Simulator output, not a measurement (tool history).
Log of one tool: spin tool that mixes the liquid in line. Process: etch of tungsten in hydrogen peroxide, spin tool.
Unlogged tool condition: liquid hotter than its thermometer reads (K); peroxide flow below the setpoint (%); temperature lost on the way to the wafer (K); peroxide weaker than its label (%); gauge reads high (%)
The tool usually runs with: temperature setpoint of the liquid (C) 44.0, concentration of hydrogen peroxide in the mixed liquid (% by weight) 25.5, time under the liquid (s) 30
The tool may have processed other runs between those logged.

| run | hour | temperature setpoint of the liquid (C) | concentration of hydrogen peroxide in the mixed liquid (% by weight) | time under the liquid (s) | wafers since the last listed run | hours since the thermometer was replaced | hours since the peroxide flow meter was replaced | hours since the heated supply line was repaired | hours since the drum of peroxide was connected | hours since the gauge calibration | read-back film thickness of the tungsten reference wafer, read on the same gauge (nm) | thickness taken off the tungsten on a monitor wafer (nm) |
|---|---|---|---|---|---|---|---|---|---|---|---|---|
| 1 | 0.0 | 44.0 | 25.5 | 30 | 0 | 2938.2 | 779.1 | 1179.6 | 914.0 | 330.0 | 49.99 | 60.29 |
| 2 | 14.1 | 44.0 | 25.5 | 30 | 183 | 2952.3 | 793.2 | 1193.7 | 928.1 | 344.1 | 50.03 | 60.06 |
| 3 | 29.7 | 44.0 | 25.5 | 30 | 203 | 2967.9 | 808.8 | 1209.3 | 943.7 | 359.7 | 49.98 | 60.81 |
| 4 | 42.5 | 44.0 | 25.5 | 30 | 166 | 2980.7 | 821.6 | 1222.1 | 956.5 | 372.5 | 50.00 | 60.19 |
|  | 53.1 | gauge calibrated |
| 5 | 55.3 | 44.0 | 25.5 | 30 | 166 | 2993.5 | 834.4 | 1234.9 | 969.3 | 2.2 | 49.99 | 60.87 |
| 6 | 73.0 | 40.0 | 29.5 | 25 | 230 | 3011.2 | 852.1 | 1252.6 | 987.0 | 19.9 | 50.02 | 42.02 |
| 7 | 89.4 | 49.5 | 22.0 | 15 | 213 | 3027.6 | 868.5 | 1269.0 | 1003.4 | 36.3 | 49.98 | 39.25 |
| 8 | 97.1 | 41.0 | 19.0 | 15 | 100 | 3035.3 | 876.2 | 1276.7 | 1011.1 | 44.0 | 50.00 | 21.60 |
| 9 | 112.1 | 49.5 | 22.0 | 15 | 195 | 3050.3 | 891.2 | 1291.7 | 1026.1 | 59.0 | 49.99 | 39.57 |
| 10 | 146.3 | 53.5 | 30.0 | 15 | 445 | 3084.5 | 925.4 | 1325.9 | 1060.3 | 93.2 | 49.99 | 58.50 |
|  | 156.6 | thermometer replaced |
|  | 160.3 | new drum of peroxide connected |
| 11 | 163.8 | 47.5 | 25.5 | 30 | 202 | 7.2 | 942.9 | 1343.4 | 3.5 | 110.7 | 50.00 | 74.40 |
| 12 | 174.8 | 44.0 | 25.5 | 30 | 143 | 18.2 | 953.9 | 1354.4 | 14.5 | 121.7 | 49.99 | 59.31 |
| 13 | 188.3 | 39.5 | 30.0 | 30 | 175 | 31.7 | 967.4 | 1367.9 | 28.0 | 135.2 | 50.06 | 48.42 |
| 14 | 199.6 | 37.0 | 28.0 | 15 | 147 | 43.0 | 978.7 | 1379.2 | 39.3 | 146.5 | 50.02 | 19.71 |
| 15 | 232.4 | 48.0 | 20.5 | 15 | 427 | 75.8 | 1011.5 | 1412.0 | 72.1 | 179.3 | 50.00 | 34.61 |
|  | 236.0 | peroxide flow meter replaced |
| 16 | 242.3 | 35.0 | 21.5 | 45 | 116 | 85.7 | 6.3 | 1421.9 | 82.0 | 189.2 | 49.97 | 45.79 |
|  | 257.1 | heated supply line repaired |
| 17 | 258.5 | 49.0 | 30.0 | 20 | 198 | 101.9 | 22.5 | 1.4 | 98.2 | 205.4 | 50.01 | 65.66 |
| 18 | 269.2 | 44.0 | 30.0 | 40 | 139 | 112.6 | 33.2 | 12.1 | 108.9 | 216.1 | 50.03 | 95.08 |
| 19 | 285.3 | 49.5 | 23.0 | 45 | 209 | 128.7 | 49.3 | 28.2 | 125.0 | 232.2 | 49.99 | 131.94 |
| 20 | 295.3 | 44.0 | 25.5 | 30 | 130 | 138.7 | 59.3 | 38.2 | 135.0 | 242.2 | 50.02 | 66.51 |
| 21 | 305.2 | 51.5 | 25.5 | 30 | 129 | 148.6 | 69.2 | 48.1 | 144.9 | 252.1 | 50.00 | 106.42 |
| 22 | 320.2 | 52.0 | 30.0 | 45 | 195 | 163.6 | 84.2 | 63.1 | 159.9 | 267.1 | 49.98 | 175.47 |
| 23 | 333.1 | 44.0 | 25.5 | 30 | 168 | 176.5 | 97.1 | 76.0 | 172.8 | 280.0 | 50.04 | 64.49 |
| 24 | 340.5 | 44.0 | 25.5 | 30 | 96 | 183.9 | 104.5 | 83.4 | 180.2 | 287.4 | 50.03 | 65.47 |
| 25 | 357.8 | 51.5 | 25.5 | 30 | 225 | 201.2 | 121.8 | 100.7 | 197.5 | 304.7 | 50.00 | 103.44 |
| 26 | 370.2 | 44.0 | 25.5 | 30 | 161 | 213.6 | 134.2 | 113.1 | 209.9 | 317.1 | 49.99 | 65.25 |
| 27 | 386.6 | 44.0 | 25.5 | 30 | 213 | 230.0 | 150.6 | 129.5 | 226.3 | 333.5 | 50.00 | 64.80 |

Alternative continuations, all from the tool just after run 27; predict every row:
| A | 387.0 | 44.0 | 25.5 | 30 | 5 | 230.4 | 151.0 | 129.9 | 226.7 | 333.9 | ? | ? |
| B | 387.0 | 44.0 | 28.5 | 30 | 5 | 230.4 | 151.0 | 129.9 | 226.7 | 333.9 | ? | ? |
| C | 387.0 | 51.5 | 25.5 | 45 | 5 | 230.4 | 151.0 | 129.9 | 226.7 | 333.9 | ? | ? |

| run | read-back film thickness of the tungsten reference wafer, read on the same gauge (nm) | thickness taken off the tungsten on a monitor wafer (nm) |
|---|---|---|
| A | 50.01 | 65.27 |
| B | 50.01 | 69.01 |
| C | 50.01 | 156.05 |
Take away the tool's hidden state, keep each run's random variation, and the runs would have read:
| run | thickness taken off the tungsten on a monitor wafer (nm) |
|---|---|
| A | 67.08 |
| B | 70.92 |
| C | 160.18 |
